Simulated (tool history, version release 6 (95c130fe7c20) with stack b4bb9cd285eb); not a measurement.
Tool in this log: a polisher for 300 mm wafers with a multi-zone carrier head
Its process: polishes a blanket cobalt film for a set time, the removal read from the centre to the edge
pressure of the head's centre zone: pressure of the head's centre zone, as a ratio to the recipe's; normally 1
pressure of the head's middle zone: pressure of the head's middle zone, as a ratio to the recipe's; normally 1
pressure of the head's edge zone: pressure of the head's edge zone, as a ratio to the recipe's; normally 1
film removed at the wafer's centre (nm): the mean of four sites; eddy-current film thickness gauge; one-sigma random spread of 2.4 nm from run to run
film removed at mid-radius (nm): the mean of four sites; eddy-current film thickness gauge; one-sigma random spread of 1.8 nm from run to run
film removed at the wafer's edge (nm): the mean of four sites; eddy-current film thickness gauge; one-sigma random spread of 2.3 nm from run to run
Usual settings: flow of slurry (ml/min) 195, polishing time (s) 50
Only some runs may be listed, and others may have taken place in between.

run,hour,flow of slurry (ml/min),pressure of the head's centre zone,pressure of the head's middle zone,pressure of the head's edge zone,polishing time (s),wafers since the last listed run,wafers polished on this pad,hours since the slurry nozzle was cleaned,hours since the centre zone pressure was calibrated,hours since the edge zone pressure was calibrated,hours since the carrier head's membrane was replaced,"incoming thickness of the incoming film, nm",film removed at the wafer's centre (nm),film removed at mid-radius (nm),film removed at the wafer's edge (nm)
1,0,195,1.05,1,1,50,0,28,440.2,831.5,771.9,938.1,1606.3,199.2,185,183
2,20.4,195,1,1,1,50,118,146,460.6,851.9,792.3,958.5,1567.6,187.8,185.5,179.5
3,32.4,195,1,1,1,50,69,216,472.6,863.9,804.3,970.5,1603.4,183.3,180.9,179.3
4,44.4,195,1,1,1,50,69,285,484.6,875.9,816.3,982.5,1612.4,184.5,180.8,177.1
5,56.2,195,1,1,1,50,68,354,496.4,887.7,828.1,994.3,1589.7,179.4,177.6,174.5
6,62.5,195,1,1,1,50,36,390,502.7,894,834.4,1000.6,1579.8,182.4,173.6,173.5
7,73.1,195,1,1,1,50,61,452,513.3,904.6,845,1011.2,1590.7,170.7,174.5,174.6
8,89.7,195,1,1,1,50,96,548,529.9,921.2,861.6,1027.8,1590.7,167.7,168.5,165.3
# hour 105: worn pad replaced by a new one
9,105.5,195,1,1,1,50,68,2,545.7,937,877.4,1043.6,1595.8,192.4,186.4,184.1
# hour 144.5: edge zone pressure recalibrated
10,145,195,1,0.91,1.08,55,217,220,585.2,976.5,0.5,1083.1,1558.8,200.9,184.5,204.1
# hour 146.5: slurry nozzle cleaned
# hour 151.2: centre zone pressure recalibrated
# hour 156.6: carrier head's membrane replaced by a new one
11,157.1,195,1,1,1,50,23,244,10.6,5.9,12.6,0.5,1602.9,181,180.8,181.7
12,166.7,195,1.08,1.09,0.88,34,55,299,20.2,15.5,22.2,10.1,1577.2,133.5,130.1,111.1
13,175.1,195,1.05,1,1,50,48,348,28.6,23.9,30.6,18.5,1601.8,187.3,175.7,174.8
14,181.9,195,0.97,1.03,0.92,50,39,388,35.4,30.7,37.4,25.3,1613.4,168.4,178.2,165.3
15,191.2,260,1,1,0.9,50,53,442,44.7,40,46.7,34.6,1590.1,178.4,180.1,166.5
16,204.9,170,1.11,1.1,1,35,79,521,58.4,53.7,60.4,48.3,1584.9,125.9,124,113.2
17,220.3,260,1,1,0.89,42,89,610,73.8,69.1,75.8,63.7,1599.6,141.9,139.5,126.8
# hour 226.8: worn pad replaced by a new one
18,229.4,195,1,1,0.92,50,29,15,82.9,78.2,84.9,72.8,1606.1,190.4,190.2,179.4
19,239.8,195,1,1,0.89,50,60,75,93.3,88.6,95.3,83.2,1600.8,189.8,188.4,176

Below are 3 alternative next runs, each starting from the tool's condition after run 19. Predict each:
A,240.2,195,1,1,1,50,2,78,93.7,89,95.7,83.6,1585.7,?,?,?
B,240.2,195,1.09,0.96,1.04,50,2,78,93.7,89,95.7,83.6,1585.7,?,?,?
C,240.2,150,1,1,1.12,50,2,78,93.7,89,95.7,83.6,1585.7,?,?,?

run,film removed at the wafer's centre (nm),film removed at mid-radius (nm),film removed at the wafer's edge (nm)
A,187.3,188.9,186.5
B,204.2,182.4,190.2
C,179.9,182.2,192.2
Had the tool no hidden state, the same runs would have come out as:
run,film removed at the wafer's centre (nm),film removed at mid-radius (nm),film removed at the wafer's edge (nm)
A,188.5,190.1,187.7
B,205.5,183.5,191.4
C,181,183.3,193.4

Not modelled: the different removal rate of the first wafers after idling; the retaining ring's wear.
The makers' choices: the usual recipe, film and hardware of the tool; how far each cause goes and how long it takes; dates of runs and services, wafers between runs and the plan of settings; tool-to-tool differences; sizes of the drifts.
